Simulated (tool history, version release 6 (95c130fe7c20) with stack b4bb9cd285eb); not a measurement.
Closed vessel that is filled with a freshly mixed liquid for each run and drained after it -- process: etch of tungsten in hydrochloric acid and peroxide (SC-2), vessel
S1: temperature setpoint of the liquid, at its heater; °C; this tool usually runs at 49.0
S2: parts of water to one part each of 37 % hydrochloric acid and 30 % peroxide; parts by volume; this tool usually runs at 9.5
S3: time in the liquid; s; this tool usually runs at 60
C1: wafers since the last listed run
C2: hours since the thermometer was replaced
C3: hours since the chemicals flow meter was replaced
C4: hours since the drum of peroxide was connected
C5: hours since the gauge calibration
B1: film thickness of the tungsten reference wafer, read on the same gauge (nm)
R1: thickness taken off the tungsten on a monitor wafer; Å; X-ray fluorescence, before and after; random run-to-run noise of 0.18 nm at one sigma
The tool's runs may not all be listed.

run,day,S1,S2,S3,C1,C2,C3,C4,C5,B1,R1
1,0.000,49.0,7.5,60,0,2287.1,839.3,398.2,351.9,39.98,243.8
2,0.329,49.0,7.5,60,590,2295.0,847.2,406.1,359.8,40.00,245.5
3,0.746,49.0,7.5,60,747,2305.0,857.2,416.1,369.8,40.01,245.5
4,1.483,49.0,9.5,60,1323,2322.7,874.9,433.8,387.5,40.03,205.3
5,3.192,49.0,9.5,60,3066,2363.7,915.9,474.8,428.5,40.01,200.7
6,3.908,49.0,8.5,80,1286,2380.9,933.1,492.0,445.7,39.99,301.1
7,4.454,42.5,6.5,60,979,2394.0,946.2,505.1,458.8,39.98,175.8
# day 5.025: gauge calibrated
8,5.196,42.5,6.5,60,1331,2411.8,964.0,522.9,4.1,40.00,175.8
9,5.738,42.5,6.5,60,972,2424.8,977.0,535.9,17.1,39.99,180.2
10,6.158,49.0,9.5,60,755,2434.9,987.1,546.0,27.2,40.04,201.6
11,6.650,54.5,6.5,45,882,2446.7,998.9,557.8,39.0,40.04,297.9
12,7.338,49.0,9.5,60,1233,2463.2,1015.4,574.3,55.5,40.01,207.1
# day 7.550: thermometer replaced
13,7.733,53.0,6.5,40,635,4.4,1024.9,583.8,65.0,40.00,242.2
14,8.154,49.0,14.5,60,755,14.5,1035.0,593.9,75.1,40.02,145.2
15,8.800,40.5,12.0,90,1159,30.0,1050.5,609.4,90.6,40.00,143.0
16,9.175,49.0,11.0,90,673,39.0,1059.5,618.4,99.6,40.02,273.3
17,9.567,49.0,9.5,60,702,48.4,1068.9,627.8,109.0,40.01,207.9
# day 9.871: chemicals flow meter replaced
18,10.117,49.0,9.5,60,912,61.6,5.9,641.0,122.2,40.03,189.4
# day 10.175: new drum of peroxide connected
19,10.571,49.0,9.5,60,740,72.5,16.8,9.5,133.1,40.00,189.5
20,11.033,55.0,13.5,40,830,83.6,27.9,20.6,144.2,40.01,137.1
21,11.721,49.0,9.5,60,1233,100.1,44.4,37.1,160.7,39.98,190.4
22,12.262,49.0,12.0,70,972,113.1,57.4,50.1,173.7,39.98,182.0
23,12.867,49.0,9.5,60,1084,127.6,71.9,64.6,188.2,39.99,193.4
24,13.575,56.5,9.5,75,1271,144.6,88.9,81.6,205.2,40.00,391.4
25,14.308,52.5,5.5,60,1316,162.2,106.5,99.2,222.8,39.99,364.9
26,14.908,49.0,9.5,60,1076,176.6,120.9,113.6,237.2,40.01,194.4
27,15.579,52.0,9.5,75,1204,192.7,137.0,129.7,253.3,40.00,290.0
28,16.129,41.5,13.5,95,987,205.9,150.2,142.9,266.5,39.98,133.9
29,16.729,49.0,5.5,30,1076,220.3,164.6,157.3,280.9,40.02,147.2

What if the next run were any one of these 5? Each begins from the tool's condition after run 29:
A,16.758,49.0,9.5,60,52,221.0,165.3,158.0,281.6,?,?
B,16.758,52.5,4.5,35,52,221.0,165.3,158.0,281.6,?,?
C,16.758,49.0,5.0,60,52,221.0,165.3,158.0,281.6,?,?
D,16.758,49.0,5.5,75,52,221.0,165.3,158.0,281.6,?,?
E,16.758,53.5,9.5,85,52,221.0,165.3,158.0,281.6,?,?

run,B1,R1
A,40.01,194.1
B,40.01,251.6
C,40.01,317.7
D,40.01,370.9
E,40.01,370.4
The same runs, with their run-to-run variation unchanged, on a tool lacking any hidden condition would have given:
run,R1
A,188.8
B,245.8
C,310.2
D,361.9
E,360.2
